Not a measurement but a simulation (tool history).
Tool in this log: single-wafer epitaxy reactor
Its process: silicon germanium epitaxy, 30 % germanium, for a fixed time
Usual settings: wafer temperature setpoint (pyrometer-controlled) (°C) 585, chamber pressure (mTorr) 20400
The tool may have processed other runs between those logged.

| run | day | wafer temperature setpoint (pyrometer-controlled) (°C) | chamber pressure (mTorr) | wafers since the last listed run | hours since the last pyrometer calibration | hours since the last manometer calibration | hours since the showerhead was replaced | hours since the gauge calibration | read-back reference wafer on the same gauge, thickness_nm | mean film thickness on the monitor wafer (angstrom) |
|---|---|---|---|---|---|---|---|---|---|---|
| 1 | 0 | 585 | 20400 | 0 | 1829.1 | 1148.7 | 5093.4 | 391.2 | 41.568 | 441.32 |
| 2 | 1.062 | 585 | 20400 | 501 | 1854.6 | 1174.2 | 5118.9 | 416.7 | 41.627 | 443.5 |
| 3 | 1.821 | 585 | 20400 | 358 | 1872.8 | 1192.4 | 5137.1 | 434.9 | 41.552 | 440.97 |
| 4 | 2.488 | 585 | 20400 | 314 | 1888.8 | 1208.4 | 5153.1 | 450.9 | 41.599 | 442.97 |
| 5 | 3.279 | 585 | 20400 | 373 | 1907.8 | 1227.4 | 5172.1 | 469.9 | 41.648 | 445.68 |
| 6 | 4.458 | 585 | 20400 | 556 | 1936.1 | 1255.7 | 5200.4 | 498.2 | 41.585 | 439.73 |
| 7 | 5.688 | 585 | 20400 | 580 | 1965.6 | 1285.2 | 5229.9 | 527.7 | 41.56 | 441.46 |
| 8 | 6.5 | 585 | 20400 | 383 | 1985.1 | 1304.7 | 5249.4 | 547.2 | 41.606 | 443.54 |
| 9 | 7.671 | 585 | 20400 | 552 | 2013.2 | 1332.8 | 5277.5 | 575.3 | 41.617 | 445.07 |
| 10 | 8.404 | 585 | 20400 | 346 | 2030.8 | 1350.4 | 5295.1 | 592.9 | 41.617 | 440.85 |
| 11 | 9.542 | 585 | 20400 | 537 | 2058.1 | 1377.7 | 5322.4 | 620.2 | 41.616 | 443.14 |
| 12 | 10.821 | 585 | 20400 | 603 | 2088.8 | 1408.4 | 5353.1 | 650.9 | 41.561 | 439.35 |
| 13 | 11.633 | 585 | 20400 | 383 | 2108.3 | 1427.9 | 5372.6 | 670.4 | 41.54 | 445.93 |
|  | 12.696 | gauge calibrated |
| 14 | 14.812 | 585 | 20400 | 1501 | 2184.6 | 1504.2 | 5448.9 | 50.8 | 41.579 | 446.72 |
| 15 | 15.462 | 590 | 18000 | 306 | 2200.2 | 1519.8 | 5464.5 | 66.4 | 41.627 | 448.78 |
| 16 | 16.183 | 590 | 18000 | 340 | 2217.5 | 1537.1 | 5481.8 | 83.7 | 41.642 | 449.67 |
| 17 | 17.333 | 585 | 20400 | 542 | 2245.1 | 1564.7 | 5509.4 | 111.3 | 41.675 | 440.07 |
|  | 19.054 | pyrometer calibrated |
| 18 | 19.075 | 599 | 16800 | 664 | 0.5 | 1606.5 | 5551.2 | 153.1 | 41.546 | 501.02 |
| 19 | 19.679 | 585 | 18600 | 285 | 15 | 1621 | 5565.7 | 167.6 | 41.616 | 421.88 |
| 20 | 20.938 | 585 | 20400 | 594 | 45.2 | 1651.2 | 5595.9 | 197.8 | 41.653 | 440.83 |
| 21 | 21.733 | 590 | 16700 | 375 | 64.3 | 1670.3 | 5615 | 216.9 | 41.605 | 437.27 |
|  | 22.546 | showerhead replaced |
| 22 | 23.154 | 592 | 16200 | 513 | 98.4 | 1704.4 | 14.6 | 251 | 41.528 | 445 |
|  | 23.708 | capacitance manometer re-zeroed and calibrated |
| 23 | 24.258 | 593 | 23900 | 363 | 124.9 | 13.2 | 41.1 | 277.5 | 41.648 | 544.96 |
| 24 | 25.65 | 576 | 23900 | 657 | 158.3 | 46.6 | 74.5 | 310.9 | 41.535 | 406.88 |
| 25 | 27.092 | 581 | 23400 | 680 | 192.9 | 81.2 | 109.1 | 345.5 | 41.568 | 440.34 |
| 26 | 27.817 | 571 | 18900 | 342 | 210.3 | 98.6 | 126.5 | 362.9 | 41.633 | 335.5 |
| 27 | 28.783 | 585 | 20400 | 456 | 233.5 | 121.8 | 149.7 | 386.1 | 41.61 | 445.21 |
| 28 | 29.821 | 573 | 23900 | 489 | 258.4 | 146.7 | 174.6 | 411 | 41.638 | 385.51 |
| 29 | 30.533 | 599 | 23000 | 336 | 275.5 | 163.8 | 191.7 | 428.1 | 41.599 | 588.59 |
| 30 | 31.375 | 585 | 22900 | 397 | 295.7 | 184 | 211.9 | 448.3 | 41.613 | 465.28 |
| 31 | 32.379 | 571 | 24600 | 474 | 319.8 | 208.1 | 236 | 472.4 | 41.69 | 379.58 |
| 32 | 32.95 | 597 | 19000 | 269 | 333.5 | 221.8 | 249.7 | 486.1 | 41.588 | 519.84 |

Hidden state at the last listed run before each entry between runs and at the first one after, where it differs:
Run 13 -> run 14: gauge calibrated (day 12.696)
  both runs share identical hidden conditions
Run 17 -> run 18: pyrometer calibrated (day 19.054)
  both runs share identical hidden conditions
Run 21 -> run 22: showerhead replaced (day 22.546)
  both runs share identical hidden conditions
Run 22 -> run 23: capacitance manometer re-zeroed and calibrated (day 23.708)
  both runs share identical hidden conditions

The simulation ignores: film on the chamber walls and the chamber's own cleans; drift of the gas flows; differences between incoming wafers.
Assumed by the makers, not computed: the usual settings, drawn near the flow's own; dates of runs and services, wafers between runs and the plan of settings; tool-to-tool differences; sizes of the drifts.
